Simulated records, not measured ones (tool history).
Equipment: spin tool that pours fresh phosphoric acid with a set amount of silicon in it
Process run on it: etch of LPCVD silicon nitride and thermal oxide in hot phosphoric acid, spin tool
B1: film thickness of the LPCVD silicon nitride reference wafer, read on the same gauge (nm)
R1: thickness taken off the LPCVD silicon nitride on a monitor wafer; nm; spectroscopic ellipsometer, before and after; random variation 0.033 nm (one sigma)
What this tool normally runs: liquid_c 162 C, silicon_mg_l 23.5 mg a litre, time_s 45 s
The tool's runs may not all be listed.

{"run": 1, "day": 0.0, "liquid_c": 162, "silicon_mg_l": 23.5, "time_s": 45, "B1": 91.922, "R1": 4.117}
{"run": 2, "day": 0.621, "liquid_c": 162, "silicon_mg_l": 23.5, "time_s": 45, "B1": 91.99, "R1": 4.128}
{"day": 0.771, "done": "thermometer replaced"}
{"run": 3, "day": 2.1, "liquid_c": 162, "silicon_mg_l": 23.5, "time_s": 45, "B1": 92.221, "R1": 4.207}
{"day": 2.754, "done": "heated supply line repaired"}
{"run": 4, "day": 4.396, "liquid_c": 162, "silicon_mg_l": 23.5, "time_s": 45, "B1": 92.541, "R1": 4.123}
{"run": 5, "day": 5.817, "liquid_c": 162, "silicon_mg_l": 23.5, "time_s": 45, "B1": 92.812, "R1": 4.146}
{"run": 6, "day": 7.267, "liquid_c": 162, "silicon_mg_l": 9, "time_s": 45, "B1": 92.98, "R1": 4.258}
{"run": 7, "day": 8.412, "liquid_c": 163, "silicon_mg_l": 23.5, "time_s": 45, "B1": 93.239, "R1": 4.324}
{"day": 8.825, "done": "gauge calibrated"}
{"run": 8, "day": 9.325, "liquid_c": 162, "silicon_mg_l": 6, "time_s": 25, "B1": 89.984, "R1": 2.243}
{"run": 9, "day": 10.554, "liquid_c": 162, "silicon_mg_l": 23.5, "time_s": 45, "B1": 89.964, "R1": 4.035}
{"run": 10, "day": 11.538, "liquid_c": 162, "silicon_mg_l": 23.5, "time_s": 45, "B1": 89.98, "R1": 4.131}
{"run": 11, "day": 12.729, "liquid_c": 159.5, "silicon_mg_l": 10.5, "time_s": 30, "B1": 89.993, "R1": 2.479}
{"run": 12, "day": 13.279, "liquid_c": 162, "silicon_mg_l": 9, "time_s": 45, "B1": 90.021, "R1": 4.092}
{"run": 13, "day": 13.946, "liquid_c": 162, "silicon_mg_l": 16, "time_s": 45, "B1": 90, "R1": 4.014}
{"day": 14.075, "done": "dissolved silicon flow meter replaced"}
{"run": 14, "day": 14.683, "liquid_c": 162, "silicon_mg_l": 23.5, "time_s": 45, "B1": 90.009, "R1": 4.061}
{"run": 15, "day": 16.146, "liquid_c": 162, "silicon_mg_l": 6.5, "time_s": 45, "B1": 90.072, "R1": 4.08}
{"run": 16, "day": 17.308, "liquid_c": 162, "silicon_mg_l": 23.5, "time_s": 45, "B1": 90.136, "R1": 3.989}
{"run": 17, "day": 19.529, "liquid_c": 162, "silicon_mg_l": 23.5, "time_s": 20, "B1": 90.278, "R1": 1.816}
{"run": 18, "day": 20.9, "liquid_c": 162, "silicon_mg_l": 30, "time_s": 45, "B1": 90.316, "R1": 4.042}
{"run": 19, "day": 21.775, "liquid_c": 162, "silicon_mg_l": 23.5, "time_s": 45, "B1": 90.421, "R1": 4.029}
{"run": 20, "day": 22.558, "liquid_c": 161, "silicon_mg_l": 23.5, "time_s": 45, "B1": 90.464, "R1": 3.934}

Run 21 is up next; what results do you expect?
{"run": 21, "day": 23.65, "liquid_c": 159, "silicon_mg_l": 23.5, "time_s": 60, "B1": "?", "R1": "?"}

B1: 90.526
R1: 4.934 nm
Minus the tool's unlogged condition, the same run would have read R1 4.905 nm.

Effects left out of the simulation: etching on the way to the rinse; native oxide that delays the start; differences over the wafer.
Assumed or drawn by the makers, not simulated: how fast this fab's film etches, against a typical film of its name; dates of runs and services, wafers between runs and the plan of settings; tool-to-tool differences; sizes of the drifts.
